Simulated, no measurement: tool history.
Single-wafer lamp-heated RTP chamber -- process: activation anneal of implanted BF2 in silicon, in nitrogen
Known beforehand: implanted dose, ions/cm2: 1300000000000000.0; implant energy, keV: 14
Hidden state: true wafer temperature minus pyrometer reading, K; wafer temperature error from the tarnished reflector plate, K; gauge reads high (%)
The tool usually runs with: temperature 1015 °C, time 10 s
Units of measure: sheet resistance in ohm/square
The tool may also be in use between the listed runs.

run    hour  temperature  time  wafers since the last listed run  wafers since the last pyrometer calibration  wafers since the reflector plate was cleaned  hours since the gauge calibration  read-back reference wafer on the same gauge, sheet resistance  sheet resistance
  1       0         1015    10                                 0                                         1611                                          4476                                307                                                            207            204.91
  2    78.8         1015    10                              1561                                         3173                                          6038                              385.8                                                            207            204.19
      330.1  -- pyrometer window cleaned and pyrometer calibrated
  3   330.6         1015    10                              4832                                           10                                         10870                              637.6                                                         206.96            205.16
  4   388.7         1015    10                              1151                                         1162                                         12021                              695.7                                                         206.93            204.94
  5   430.8         1015    10                               834                                         1996                                         12856                              737.8                                                         206.97             205.9
      478.2  -- reflector plate cleaned
  6   508.4         1015    10                              1379                                         3376                                           598                              815.4                                                         207.06             205.2
  7   588.9         1015    10                              1595                                         4971                                          2193                              895.9                                                         207.01            204.05
  8   677.3         1015    10                              1752                                         6723                                          3945                              984.3                                                         206.96            203.84
      717.5  -- pyrometer window cleaned and pyrometer calibrated
  9   734.3         1015    10                               971                                          333                                          4916                             1041.3                                                         207.09            205.43
 10   809.8         1015    10                              1496                                         1830                                          6413                             1116.8                                                         206.94            204.59
 11   853.4         1015    10                               864                                         2694                                          7277                             1160.4                                                            207            204.64
 12   956.8         1015    12                              2049                                         4743                                          9326                             1263.8                                                         207.06            196.93
 13    1021         1037    10                              1272                                         6016                                         10599                               1328                                                         206.99            170.11
 14  1084.4         1042     7                              1256                                         7272                                         11855                             1391.4                                                         207.06            175.71
     1115.8  -- pyrometer window cleaned and pyrometer calibrated
 15  1177.7          991    12                              1690                                         1227                                         13546                             1484.7                                                         207.03            239.51
     1273.8  -- reflector plate cleaned
     1339.3  -- gauge calibrated
 16  1419.8         1027    12                              4639                                         5867                                          2894                               80.5                                                         206.96            177.61
 17  1480.3         1000     6                              1199                                         7066                                          4093                                141                                                         207.13            245.17
     1548.1  -- pyrometer window cleaned and pyrometer calibrated
 18  1563.4         1033    15                              1488                                          303                                          5581                              224.1                                                         207.06            162.61
 19  1603.6         1026     6                               796                                         1100                                          6378                              264.3                                                         207.15            205.76
 20  1797.4         1015    10                              3841                                         4941                                         10219                              458.1                                                            207            204.92
 21  1881.8         1015    10                              1672                                         6614                                         11892                              542.5                                                         207.01            203.19
     1927.1  -- pyrometer window cleaned and pyrometer calibrated
 22  1934.4         1032     8                               883                                          144                                         12776                              595.1                                                         207.03             185.9
     2012.2  -- reflector plate cleaned
 23  2040.6         1038    13                              1946                                         2091                                           562                              701.3                                                         206.92            161.19

Hidden condition of the tool, last listed run before each entry between runs versus first listed run after:
Between runs 2 and 3: pyrometer window cleaned and pyrometer calibrated (hour 330.1)
  true wafer temperature minus pyrometer reading, K: 0.454 -> 0.048
  measured less the result without the state, sheet resistance: -0.75 -> -0.08 ohm/square
Between runs 5 and 6: reflector plate cleaned (hour 478.2)
  true wafer temperature minus pyrometer reading, K: 0.128 -> 0.299
  measured less the result without the state, sheet resistance: -0.21 -> -0.49 ohm/square
Between runs 8 and 9: pyrometer window cleaned and pyrometer calibrated (hour 717.5)
  true wafer temperature minus pyrometer reading, K: 0.998 -> 0.246
  measured less the result without the state, sheet resistance: -1.64 -> -0.4 ohm/square
Between runs 14 and 15: pyrometer window cleaned and pyrometer calibrated (hour 1115.8)
  true wafer temperature minus pyrometer reading, K: 1.31 -> 0.175
  measured less the result without the state, sheet resistance: -1.77 -> -0.32 ohm/square
Between runs 15 and 16: reflector plate cleaned (hour 1273.8); gauge calibrated (hour 1339.3)
  true wafer temperature minus pyrometer reading, K: 0.175 -> 0.873
  measured less the result without the state, sheet resistance: -0.32 -> -1.32 ohm/square
Between runs 17 and 18: pyrometer window cleaned and pyrometer calibrated (hour 1548.1)
  true wafer temperature minus pyrometer reading, K: 1.19 -> 0.226
  measured less the result without the state, sheet resistance: -1.91 -> -0.28 ohm/square
Between runs 21 and 22: pyrometer window cleaned and pyrometer calibrated (hour 1927.1)
  true wafer temperature minus pyrometer reading, K: 1.1 -> 0.182
  measured less the result without the state, sheet resistance: -1.8 -> -0.29 ohm/square
Between runs 22 and 23: reflector plate cleaned (hour 2012.2)
  true wafer temperature minus pyrometer reading, K: 0.182 -> 0.283
  measured less the result without the state, sheet resistance: -0.29 -> -0.36 ohm/square
